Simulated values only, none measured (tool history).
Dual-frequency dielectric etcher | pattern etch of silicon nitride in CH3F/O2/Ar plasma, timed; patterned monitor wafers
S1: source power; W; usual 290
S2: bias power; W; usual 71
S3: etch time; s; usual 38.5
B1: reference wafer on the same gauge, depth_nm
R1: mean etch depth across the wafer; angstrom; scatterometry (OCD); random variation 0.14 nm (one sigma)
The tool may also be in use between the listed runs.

| run | hour | S1 | S2 | S3 | B1 | R1 |
|---|---|---|---|---|---|---|
| 1 | 0 | 290 | 71 | 38.5 | 24.7 | 242.7 |
| 2 | 29.9 | 290 | 71 | 38.5 | 24.69 | 241.2 |
|  | 56.4 | upper electrode replaced |
|  | 81.7 | wet clean of the chamber |
| 3 | 94.2 | 290 | 71 | 38.5 | 24.75 | 236.5 |
| 4 | 158.6 | 290 | 71 | 38.5 | 24.66 | 235.2 |
| 5 | 204.9 | 290 | 75 | 38.5 | 24.68 | 244.7 |
| 6 | 245.9 | 290 | 75 | 38.5 | 24.8 | 243 |
| 7 | 281.9 | 250 | 88 | 32.5 | 24.71 | 207.8 |
|  | 372.6 | source power generator calibrated |
| 8 | 490 | 270 | 71 | 46.5 | 24.72 | 283.8 |
| 9 | 525.5 | 250 | 64 | 41.5 | 24.79 | 235.9 |
| 10 | 575.9 | 290 | 62 | 38.5 | 24.69 | 231.7 |
|  | 633.2 | wet clean of the chamber |
| 11 | 633.7 | 350 | 71 | 38.5 | 24.6 | 253.7 |
| 12 | 704 | 290 | 71 | 38.5 | 24.74 | 234.6 |
| 13 | 733.6 | 340 | 81 | 33.5 | 24.75 | 230.9 |
| 14 | 770.2 | 240 | 71 | 38.5 | 24.72 | 214.4 |
| 15 | 826.7 | 320 | 65 | 27 | 24.69 | 167.2 |
| 16 | 876.1 | 340 | 87 | 27.5 | 24.7 | 200.6 |
| 17 | 924.9 | 290 | 71 | 38.5 | 24.69 | 239.3 |
| 18 | 957.5 | 350 | 65 | 48.5 | 24.79 | 313.6 |
| 19 | 1022.9 | 290 | 64 | 32.5 | 24.66 | 196.1 |
| 20 | 1080.3 | 320 | 63 | 38.5 | 24.67 | 240.1 |
|  | 1118 | wet clean of the chamber |
| 21 | 1126.7 | 290 | 71 | 38.5 | 24.79 | 232.5 |
| 22 | 1196 | 330 | 71 | 42.5 | 24.73 | 274.7 |
| 23 | 1233 | 320 | 61 | 49 | 24.61 | 294.1 |
| 24 | 1279.4 | 340 | 87 | 46.5 | 24.72 | 330.2 |
| 25 | 1346.4 | 340 | 81 | 33.5 | 24.72 | 234.5 |
| 26 | 1396.6 | 260 | 71 | 38.5 | 24.77 | 226 |
| 27 | 1457.6 | 320 | 71 | 38.5 | 24.74 | 251.8 |
| 28 | 1522.1 | 260 | 79 | 47.5 | 24.73 | 295.7 |
|  | 1626 | wet clean of the chamber |
| 29 | 1672.2 | 290 | 71 | 38.5 | 24.59 | 234.1 |
| 30 | 1708.4 | 290 | 71 | 38.5 | 24.69 | 234.7 |

Forecast each of these 4 alternatives for the next run:
| A | 1708.8 | 340 | 71 | 38.5 | ? | ? |
| B | 1708.8 | 310 | 71 | 27 | ? | ? |
| C | 1708.8 | 250 | 55 | 30.5 | ? | ? |
| D | 1708.8 | 270 | 80 | 30.5 | ? | ? |

| run | B1 | R1 |
|---|---|---|
| A | 24.7 | 252.9 |
| B | 24.7 | 170.3 |
| C | 24.7 | 156.1 |
| D | 24.7 | 190.5 |
Without the tool's hidden state the same runs would have given:
| run | R1 |
|---|---|
| A | 250.2 |
| B | 168.5 |
| C | 154.4 |
| D | 188.5 |
